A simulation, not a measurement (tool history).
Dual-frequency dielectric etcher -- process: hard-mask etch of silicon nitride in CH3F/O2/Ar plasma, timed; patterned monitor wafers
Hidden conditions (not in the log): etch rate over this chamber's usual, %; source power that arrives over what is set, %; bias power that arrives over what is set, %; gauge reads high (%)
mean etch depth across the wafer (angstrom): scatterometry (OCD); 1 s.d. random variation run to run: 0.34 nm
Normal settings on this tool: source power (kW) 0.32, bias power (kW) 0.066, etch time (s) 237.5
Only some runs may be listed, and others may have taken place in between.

run   hour  source power (kW)  bias power (kW)  etch time (s)  wafers since the last listed run  hours since the last wet clean  hours since the last source power generator calibration  hours since the last bias power generator calibration  hours since the last upper electrode change  hours since the gauge calibration  read-back reference wafer on the same gauge, depth_nm  mean etch depth across the wafer (angstrom)
  1      0               0.32            0.066          237.5                                 0                           476.5                                                   1327.9                                                 1000.8                                       3975.5                               78.9                                                    172                                         1592
      95.7  -- wet clean of the chamber
  2   96.2               0.32            0.066            213                               528                             0.5                                                   1424.1                                                   1097                                       4071.7                              175.1                                                    172                                         1407
  3  106.2               0.32            0.066            213                                73                            10.5                                                   1434.1                                                   1107                                       4081.7                              185.1                                                    172                                         1404
  4  139.8               0.32            0.066            213                               246                            44.1                                                   1467.7                                                 1140.6                                       4115.3                              218.7                                                  171.8                                         1410
  5  161.4               0.38            0.066          237.5                               158                            65.7                                                   1489.3                                                 1162.2                                       4136.9                              240.3                                                    172                                         1674
  6  196.8               0.32            0.066          237.5                               259                           101.1                                                   1524.7                                                 1197.6                                       4172.3                              275.7                                                    172                                         1572
  7  224.4               0.32            0.066          237.5                               202                           128.7                                                   1552.3                                                 1225.2                                       4199.9                              303.3                                                    172                                         1581
  8    237               0.32            0.066          237.5                                92                           141.3                                                   1564.9                                                 1237.8                                       4212.5                              315.9                                                  172.1                                         1575
  9  272.9               0.27            0.066          237.5                               263                           177.2                                                   1600.8                                                 1273.7                                       4248.4                              351.8                                                  172.1                                         1485
 10  292.1               0.32            0.075          237.5                               140                           196.4                                                     1620                                                 1292.9                                       4267.6                                371                                                    172                                         1634
 11  307.4               0.32            0.075          237.5                               112                           211.7                                                   1635.3                                                 1308.2                                       4282.9                              386.3                                                    172                                         1638
 12  329.7               0.32            0.075          237.5                               163                             234                                                   1657.6                                                 1330.5                                       4305.2                              408.6                                                    172                                         1637
 13  360.1               0.32            0.066          237.5                               222                           264.4                                                     1688                                                 1360.9                                       4335.6                                439                                                    172                                         1587
     393.1  -- source power generator calibrated
 14  393.6               0.32            0.066          237.5                               216                           297.9                                                      0.5                                                 1394.4                                       4369.1                              472.5                                                  172.1                                         1616
 15  417.1               0.32            0.066          237.5                               172                           321.4                                                       24                                                 1417.9                                       4392.6                                496                                                    172                                         1613
     440.4  -- bias power generator calibrated
 16  440.9               0.32            0.078          199.5                               145                           345.2                                                     47.8                                                    0.5                                       4416.4                              519.8                                                    172                                         1411
       499  -- upper electrode replaced
 17  519.1               0.32            0.057          237.5                               397                           423.4                                                      126                                                   78.7                                         20.1                                598                                                  172.2                                         1569
     572.8  -- gauge calibrated
 18  592.2               0.32            0.057          267.5                               535                           496.5                                                    199.1                                                  151.8                                         93.2                               19.4                                                  172.2                                         1766
 19  611.4               0.32            0.066          265.5                               140                           515.7                                                    218.3                                                    171                                        112.4                               38.6                                                    172                                         1812
 20  629.8               0.32            0.066          237.5                               134                           534.1                                                    236.7                                                  189.4                                        130.8                                 57                                                  172.1                                         1622
     664.5  -- wet clean of the chamber
 21    665               0.32            0.066          237.5                                82                             0.5                                                    271.9                                                  224.6                                          166                               92.2                                                    172                                         1572
 22  677.4               0.36            0.058          237.5                                90                            12.9                                                    284.3                                                    237                                        178.4                              104.6                                                    172                                         1596
 23  698.8               0.32            0.066          237.5                               156                            34.3                                                    305.7                                                  258.4                                        199.8                                126                                                  172.2                                         1570
 24  712.7               0.32            0.054          237.5                               101                            48.2                                                    319.6                                                  272.3                                        213.7                              139.9                                                  172.1                                         1505
 25  738.3               0.32            0.066          237.5                               187                            73.8                                                    345.2                                                  297.9                                        239.3                              165.5                                                  172.1                                         1572

Estimate the outcome of run 26 from the log above:
 26  759.2               0.32            0.066          182.5                               153                            94.7                                                    366.1                                                  318.8                                        260.2                              186.4                                                      ?                                            ?

read-back reference wafer on the same gauge, depth_nm: 171.9
mean etch depth across the wafer (angstrom): 1211
Were there no unlogged condition in the tool, this run, its random variation unchanged, would have produced mean etch depth across the wafer (angstrom) 1219.
